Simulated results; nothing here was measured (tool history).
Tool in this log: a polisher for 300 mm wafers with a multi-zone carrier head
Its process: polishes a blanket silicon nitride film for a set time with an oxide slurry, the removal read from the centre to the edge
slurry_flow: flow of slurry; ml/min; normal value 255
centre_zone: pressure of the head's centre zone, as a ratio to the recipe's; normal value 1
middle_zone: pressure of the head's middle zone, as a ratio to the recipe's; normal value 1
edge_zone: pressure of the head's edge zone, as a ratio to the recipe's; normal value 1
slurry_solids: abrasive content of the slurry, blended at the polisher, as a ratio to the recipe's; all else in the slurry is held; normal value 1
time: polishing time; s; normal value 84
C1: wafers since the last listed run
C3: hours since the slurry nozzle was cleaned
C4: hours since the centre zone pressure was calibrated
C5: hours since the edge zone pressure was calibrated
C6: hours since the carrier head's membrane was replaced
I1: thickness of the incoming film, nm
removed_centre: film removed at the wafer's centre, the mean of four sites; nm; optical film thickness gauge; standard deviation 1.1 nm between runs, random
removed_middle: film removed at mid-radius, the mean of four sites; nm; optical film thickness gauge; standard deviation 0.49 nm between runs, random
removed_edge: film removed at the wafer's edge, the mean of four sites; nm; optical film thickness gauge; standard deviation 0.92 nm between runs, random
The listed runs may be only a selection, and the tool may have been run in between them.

Run 1, hour 0: usual settings but slurry_flow 305 ml/min; C1 0; wafers polished on this pad 366; C3 576.9; C4 774.4; C5 769.5; C6 1085.2; I1 613.1. Result: removed_centre 73 nm, removed_middle 76.2 nm, removed_edge 74.3 nm.
Run 2, hour 16.4: usual settings but slurry_flow 305 ml/min; C1 103; wafers polished on this pad 470; C3 593.3; C4 790.8; C5 785.9; C6 1101.6; I1 601.2. Result: removed_centre 73.8 nm, removed_middle 75.9 nm, removed_edge 75.2 nm.
At hour 20: slurry nozzle cleaned.
Run 3, hour 30.9: usual settings; C1 85; wafers polished on this pad 555; C3 10.9; C4 805.3; C5 800.4; C6 1116.1; I1 620.4. Result: removed_centre 70.8 nm, removed_middle 71.9 nm, removed_edge 72.3 nm.
At hour 37.4: carrier head's membrane replaced by a new one.
At hour 45: edge zone pressure recalibrated.
Run 4, hour 47.2: usual settings; C1 58; wafers polished on this pad 614; C3 27.2; C4 821.6; C5 2.2; C6 9.8; I1 608.5. Result: removed_centre 71.2 nm, removed_middle 70.9 nm, removed_edge 69.5 nm.
Run 5, hour 61.8: usual settings but slurry_flow 325 ml/min, slurry_solids 0.8, time 70 s; C1 92; wafers polished on this pad 707; C3 41.8; C4 836.2; C5 16.8; C6 24.4; I1 608.1. Result: removed_centre 53.5 nm, removed_middle 54.2 nm, removed_edge 52.4 nm.
Run 6, hour 68: usual settings; C1 39; wafers polished on this pad 746; C3 48; C4 842.4; C5 23; C6 30.6; I1 603.3. Result: removed_centre 64.9 nm, removed_middle 67.8 nm, removed_edge 66.2 nm.
Run 7, hour 82.1: usual settings but centre_zone 0.92, middle_zone 0.88, edge_zone 1.06, time 93 s; C1 89; wafers polished on this pad 835; C3 62.1; C4 856.5; C5 37.1; C6 44.7; I1 599.4. Result: removed_centre 65.7 nm, removed_middle 66.9 nm, removed_edge 74.4 nm.
At hour 95.7: worn pad replaced by a new one.
Run 8, hour 96.2: usual settings but middle_zone 1.04; C1 63; wafers polished on this pad 2; C3 76.2; C4 870.6; C5 51.2; C6 58.8; I1 612.3. Result: removed_centre 72.6 nm, removed_middle 79.2 nm, removed_edge 75.4 nm.
Run 9, hour 106.3: usual settings but slurry_flow 200 ml/min, centre_zone 0.95; C1 63; wafers polished on this pad 66; C3 86.3; C4 880.7; C5 61.3; C6 68.9; I1 609.9. Result: removed_centre 67.2 nm, removed_middle 74.8 nm, removed_edge 74.3 nm.
Run 10, hour 119.8: usual settings but centre_zone 1.08; C1 85; wafers polished on this pad 152; C3 99.8; C4 894.2; C5 74.8; C6 82.4; I1 608.4. Result: removed_centre 80.6 nm, removed_middle 77.4 nm, removed_edge 75.3 nm.
Run 11, hour 136.6: usual settings; C1 106; wafers polished on this pad 258; C3 116.6; C4 911; C5 91.6; C6 99.2; I1 610.1. Result: removed_centre 74.3 nm, removed_middle 75.6 nm, removed_edge 74.1 nm.
Run 12, hour 144: usual settings but slurry_flow 195 ml/min, slurry_solids 0.8; C1 46; wafers polished on this pad 305; C3 124; C4 918.4; C5 99; C6 106.6; I1 618.8. Result: removed_centre 64.4 nm, removed_middle 66.4 nm, removed_edge 65.4 nm.
Run 13, hour 160.4: usual settings but time 111 s; C1 103; wafers polished on this pad 408; C3 140.4; C4 934.8; C5 115.4; C6 123; I1 617.9. Result: removed_centre 94.4 nm, removed_middle 98.3 nm, removed_edge 95.2 nm.
Run 14, hour 168: usual settings but slurry_flow 185 ml/min, centre_zone 1.09; C1 48; wafers polished on this pad 456; C3 148; C4 942.4; C5 123; C6 130.6; I1 599.8. Result: removed_centre 74.7 nm, removed_middle 71.1 nm, removed_edge 71.5 nm.
Run 15, hour 175.2: usual settings but centre_zone 1.11, edge_zone 0.89, slurry_solids 1.2, time 110 s; C1 45; wafers polished on this pad 502; C3 155.2; C4 949.6; C5 130.2; C6 137.8; I1 612.2. Result: removed_centre 109.2 nm, removed_middle 102.9 nm, removed_edge 96.4 nm.
Run 16, hour 191.3: usual settings but centre_zone 1.06, middle_zone 1.04, edge_zone 1.09, time 106 s; C1 101; wafers polished on this pad 604; C3 171.3; C4 965.7; C5 146.3; C6 153.9; I1 613.3. Result: removed_centre 92.2 nm, removed_middle 92.8 nm, removed_edge 95.4 nm.
At hour 199.4: centre zone pressure recalibrated.
Run 17, hour 208.9: usual settings; C1 98; wafers polished on this pad 702; C3 188.9; C4 9.5; C5 163.9; C6 171.5; I1 612.3. Result: removed_centre 67.7 nm, removed_middle 69.8 nm, removed_edge 69.1 nm.
Run 18, hour 220.3: usual settings but slurry_flow 305 ml/min; C1 72; wafers polished on this pad 774; C3 200.3; C4 20.9; C5 175.3; C6 182.9; I1 614.1. Result: removed_centre 67.4 nm, removed_middle 69.8 nm, removed_edge 68.7 nm.
Run 19, hour 226.6: usual settings but edge_zone 0.9; C1 39; wafers polished on this pad 814; C3 206.6; C4 27.2; C5 181.6; C6 189.2; I1 605. Result: removed_centre 67.1 nm, removed_middle 67.4 nm, removed_edge 64.6 nm.
At hour 240.3: worn pad replaced by a new one.
Run 20, hour 280.5: usual settings but slurry_flow 170 ml/min, centre_zone 0.97, slurry_solids 1.1, time 67 s; C1 315; wafers polished on this pad 254; C3 260.5; C4 81.1; C5 235.5; C6 243.1; I1 607.7. Result: removed_centre 53.5 nm, removed_middle 58.2 nm, removed_edge 59 nm.
Run 21, hour 290.4: usual settings but centre_zone 1.08, middle_zone 0.91, slurry_solids 0.9; C1 62; wafers polished on this pad 316; C3 270.4; C4 91; C5 245.4; C6 253; I1 609.6. Result: removed_centre 75.8 nm, removed_middle 66.4 nm, removed_edge 70.7 nm.

Consider 5 possible next runs. They are alternatives, not a sequence: every one starts from the tool as it was left by run 21. What does each give?
Run A, hour 290.8: usual settings; C1 2; wafers polished on this pad 319; C3 270.8; C4 91.4; C5 245.8; C6 253.4; I1 610. Result: removed_centre ?, removed_middle ?, removed_edge ?.
Run B, hour 290.8: usual settings but middle_zone 0.93, time 101 s; C1 2; wafers polished on this pad 319; C3 270.8; C4 91.4; C5 245.8; C6 253.4; I1 610. Result: removed_centre ?, removed_middle ?, removed_edge ?.
Run C, hour 290.8: usual settings but centre_zone 1.07; C1 2; wafers polished on this pad 319; C3 270.8; C4 91.4; C5 245.8; C6 253.4; I1 610. Result: removed_centre ?, removed_middle ?, removed_edge ?.
Run D, hour 290.8: usual settings but edge_zone 1.11, slurry_solids 0.8, time 98 s; C1 2; wafers polished on this pad 319; C3 270.8; C4 91.4; C5 245.8; C6 253.4; I1 610. Result: removed_centre ?, removed_middle ?, removed_edge ?.
Run E, hour 290.8: usual settings but slurry_flow 175 ml/min; C1 2; wafers polished on this pad 319; C3 270.8; C4 91.4; C5 245.8; C6 253.4; I1 610. Result: removed_centre ?, removed_middle ?, removed_edge ?.

run  removed_centre  removed_middle  removed_edge
  A              72            74.2          74.8
  B            86.5            84.9            90
  C            77.1            74.2          74.8
  D            76.9            79.2          84.1
  E            67.3            69.9          71.6
With no hidden state in the tool, these same runs would have given:
run  removed_centre  removed_middle  removed_edge
  A            74.6            76.9          77.6
  B            89.7              88          93.3
  C            79.9            76.9          77.6
  D            79.7            82.2          87.2
  E            69.8            72.5          74.2
